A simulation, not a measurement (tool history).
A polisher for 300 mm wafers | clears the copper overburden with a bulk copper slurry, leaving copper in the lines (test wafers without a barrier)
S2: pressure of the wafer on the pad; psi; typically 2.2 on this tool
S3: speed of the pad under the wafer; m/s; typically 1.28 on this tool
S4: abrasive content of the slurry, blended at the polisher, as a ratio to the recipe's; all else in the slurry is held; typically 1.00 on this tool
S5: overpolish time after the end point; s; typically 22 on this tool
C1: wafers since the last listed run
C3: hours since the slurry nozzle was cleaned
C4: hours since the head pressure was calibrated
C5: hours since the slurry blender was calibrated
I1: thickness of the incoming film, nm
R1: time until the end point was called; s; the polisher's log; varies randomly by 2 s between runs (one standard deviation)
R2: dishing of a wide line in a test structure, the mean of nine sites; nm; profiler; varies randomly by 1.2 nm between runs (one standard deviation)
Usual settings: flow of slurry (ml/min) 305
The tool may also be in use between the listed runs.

run 1 hour=0.0 | flow_of_slurry_(ml/min)=305 S2=2.5 S3=1.28 S4=1.00 S5=25 | C1=0 wafers_polished_on_this_pad=1282 C3=382.0 C4=853.6 C5=95.9 | I1=1464.1 | R1=159.7 R2=98.4
-- hour=14.4 slurry nozzle cleaned
-- hour=25.9 worn pad replaced by a new one
run 2 hour=30.3 | flow_of_slurry_(ml/min)=305 S2=2.2 S3=1.28 S4=0.90 S5=22 | C1=239 wafers_polished_on_this_pad=41 C3=15.9 C4=883.9 C5=126.2 | I1=1448.7 | R1=183.8 R2=85.2
run 3 hour=47.9 | flow_of_slurry_(ml/min)=305 S2=2.2 S3=1.28 S4=0.90 S5=22 | C1=166 wafers_polished_on_this_pad=208 C3=33.5 C4=901.5 C5=143.8 | I1=1450.3 | R1=183.0 R2=82.0
run 4 hour=77.4 | flow_of_slurry_(ml/min)=305 S2=2.2 S3=1.28 S4=1.00 S5=32 | C1=279 wafers_polished_on_this_pad=488 C3=63.0 C4=931.0 C5=173.3 | I1=1434.4 | R1=175.3 R2=97.9
run 5 hour=102.9 | flow_of_slurry_(ml/min)=305 S2=2.2 S3=1.28 S4=1.00 S5=32 | C1=241 wafers_polished_on_this_pad=730 C3=88.5 C4=956.5 C5=198.8 | I1=1473.9 | R1=180.2 R2=100.4
run 6 hour=115.0 | flow_of_slurry_(ml/min)=305 S2=2.2 S3=1.28 S4=1.00 S5=32 | C1=114 wafers_polished_on_this_pad=844 C3=100.6 C4=968.6 C5=210.9 | I1=1477.7 | R1=176.4 R2=100.3
run 7 hour=130.5 | flow_of_slurry_(ml/min)=305 S2=2.2 S3=1.28 S4=1.00 S5=22 | C1=146 wafers_polished_on_this_pad=991 C3=116.1 C4=984.1 C5=226.4 | I1=1462.3 | R1=180.0 R2=87.4
run 8 hour=148.0 | flow_of_slurry_(ml/min)=305 S2=2.2 S3=1.28 S4=1.00 S5=22 | C1=165 wafers_polished_on_this_pad=1157 C3=133.6 C4=1001.6 C5=243.9 | I1=1446.9 | R1=176.9 R2=87.3
-- hour=169.8 slurry blender recalibrated
run 9 hour=171.8 | flow_of_slurry_(ml/min)=305 S2=2.2 S3=1.28 S4=1.00 S5=22 | C1=206 wafers_polished_on_this_pad=1364 C3=157.4 C4=1025.4 C5=2.0 | I1=1470.5 | R1=179.5 R2=84.3
run 10 hour=191.8 | flow_of_slurry_(ml/min)=305 S2=2.2 S3=1.28 S4=1.00 S5=22 | C1=189 wafers_polished_on_this_pad=1554 C3=177.4 C4=1045.4 C5=22.0 | I1=1473.1 | R1=178.7 R2=84.9
-- hour=212.8 worn pad replaced by a new one
run 11 hour=219.7 | flow_of_slurry_(ml/min)=305 S2=2.2 S3=1.28 S4=1.00 S5=22 | C1=226 wafers_polished_on_this_pad=65 C3=205.3 C4=1073.3 C5=49.9 | I1=1476.3 | R1=183.2 R2=86.5
run 12 hour=233.6 | flow_of_slurry_(ml/min)=405 S2=2.2 S3=1.28 S4=0.85 S5=22 | C1=131 wafers_polished_on_this_pad=197 C3=219.2 C4=1087.2 C5=63.8 | I1=1489.7 | R1=186.1 R2=84.3
run 13 hour=257.8 | flow_of_slurry_(ml/min)=305 S2=2.5 S3=1.46 S4=1.30 S5=30 | C1=229 wafers_polished_on_this_pad=426 C3=243.4 C4=1111.4 C5=88.0 | I1=1440.9 | R1=130.3 R2=113.2
run 14 hour=286.0 | flow_of_slurry_(ml/min)=335 S2=2.2 S3=0.84 S4=1.00 S5=22 | C1=267 wafers_polished_on_this_pad=694 C3=271.6 C4=1139.6 C5=116.2 | I1=1480.7 | R1=244.7 R2=72.3
run 15 hour=317.4 | flow_of_slurry_(ml/min)=305 S2=2.2 S3=1.28 S4=1.00 S5=22 | C1=297 wafers_polished_on_this_pad=991 C3=303.0 C4=1171.0 C5=147.6 | I1=1465.5 | R1=182.5 R2=85.3
run 16 hour=344.3 | flow_of_slurry_(ml/min)=305 S2=2.5 S3=1.28 S4=1.00 S5=22 | C1=255 wafers_polished_on_this_pad=1246 C3=329.9 C4=1197.9 C5=174.5 | I1=1443.1 | R1=158.3 R2=92.1
-- hour=355.1 worn pad replaced by a new one
run 17 hour=359.5 | flow_of_slurry_(ml/min)=215 S2=1.8 S3=1.16 S4=1.25 S5=22 | C1=106 wafers_polished_on_this_pad=41 C3=345.1 C4=1213.1 C5=189.7 | I1=1466.0 | R1=225.0 R2=73.1
run 18 hour=378.2 | flow_of_slurry_(ml/min)=305 S2=2.0 S3=0.92 S4=1.30 S5=22 | C1=177 wafers_polished_on_this_pad=218 C3=363.8 C4=1231.8 C5=208.4 | I1=1441.3 | R1=228.7 R2=72.9
run 19 hour=393.3 | flow_of_slurry_(ml/min)=305 S2=2.2 S3=1.28 S4=0.85 S5=22 | C1=143 wafers_polished_on_this_pad=361 C3=378.9 C4=1246.9 C5=223.5 | I1=1443.2 | R1=186.9 R2=83.8
-- hour=401.9 slurry nozzle cleaned
run 20 hour=415.1 | flow_of_slurry_(ml/min)=305 S2=1.6 S3=1.28 S4=1.00 S5=22 | C1=197 wafers_polished_on_this_pad=559 C3=13.2 C4=1268.7 C5=245.3 | I1=1458.2 | R1=234.8 R2=68.7
run 21 hour=431.4 | flow_of_slurry_(ml/min)=305 S2=2.2 S3=1.50 S4=1.00 S5=22 | C1=154 wafers_polished_on_this_pad=713 C3=29.5 C4=1285.0 C5=261.6 | I1=1464.5 | R1=161.6 R2=92.5
run 22 hour=448.4 | flow_of_slurry_(ml/min)=245 S2=2.2 S3=1.16 S4=1.00 S5=13 | C1=161 wafers_polished_on_this_pad=874 C3=46.5 C4=1302.0 C5=278.6 | I1=1468.9 | R1=198.0 R2=59.2
-- hour=455.6 head pressure recalibrated
-- hour=463.6 slurry blender recalibrated
run 23 hour=464.1 | flow_of_slurry_(ml/min)=230 S2=2.0 S3=1.28 S4=1.00 S5=22 | C1=110 wafers_polished_on_this_pad=985 C3=62.2 C4=8.5 C5=0.5 | I1=1428.9 | R1=195.8 R2=79.9
run 24 hour=478.9 | flow_of_slurry_(ml/min)=305 S2=2.2 S3=1.28 S4=1.00 S5=13 | C1=140 wafers_polished_on_this_pad=1126 C3=77.0 C4=23.3 C5=15.3 | I1=1444.7 | R1=172.3 R2=61.9
run 25 hour=495.1 | flow_of_slurry_(ml/min)=305 S2=2.2 S3=1.02 S4=1.00 S5=22 | C1=153 wafers_polished_on_this_pad=1279 C3=93.2 C4=39.5 C5=31.5 | I1=1452.1 | R1=209.3 R2=78.2
-- hour=519.0 worn pad replaced by a new one
run 26 hour=528.0 | flow_of_slurry_(ml/min)=305 S2=2.4 S3=1.28 S4=0.80 S5=22 | C1=274 wafers_polished_on_this_pad=85 C3=126.1 C4=72.4 C5=64.4 | I1=1462.7 | R1=181.3 R2=84.0
run 27 hour=587.7 | flow_of_slurry_(ml/min)=305 S2=2.2 S3=1.28 S4=1.00 S5=22 | C1=566 wafers_polished_on_this_pad=651 C3=185.8 C4=132.1 C5=124.1 | I1=1437.8 | R1=174.2 R2=86.3

Run 28, settings as shown, results not yet in. Your forecast:
run 28 hour=622.2 | flow_of_slurry_(ml/min)=275 S2=2.5 S3=1.28 S4=1.00 S5=34 | C1=327 wafers_polished_on_this_pad=978 C3=220.3 C4=166.6 C5=158.6 | I1=1479.2 | R1=? R2=?

{"run 28": {"R1": 161.6, "R2": 109.1}}
With no hidden state in the tool, this same run would have given R1 161.6 s, R2 109.1 nm.

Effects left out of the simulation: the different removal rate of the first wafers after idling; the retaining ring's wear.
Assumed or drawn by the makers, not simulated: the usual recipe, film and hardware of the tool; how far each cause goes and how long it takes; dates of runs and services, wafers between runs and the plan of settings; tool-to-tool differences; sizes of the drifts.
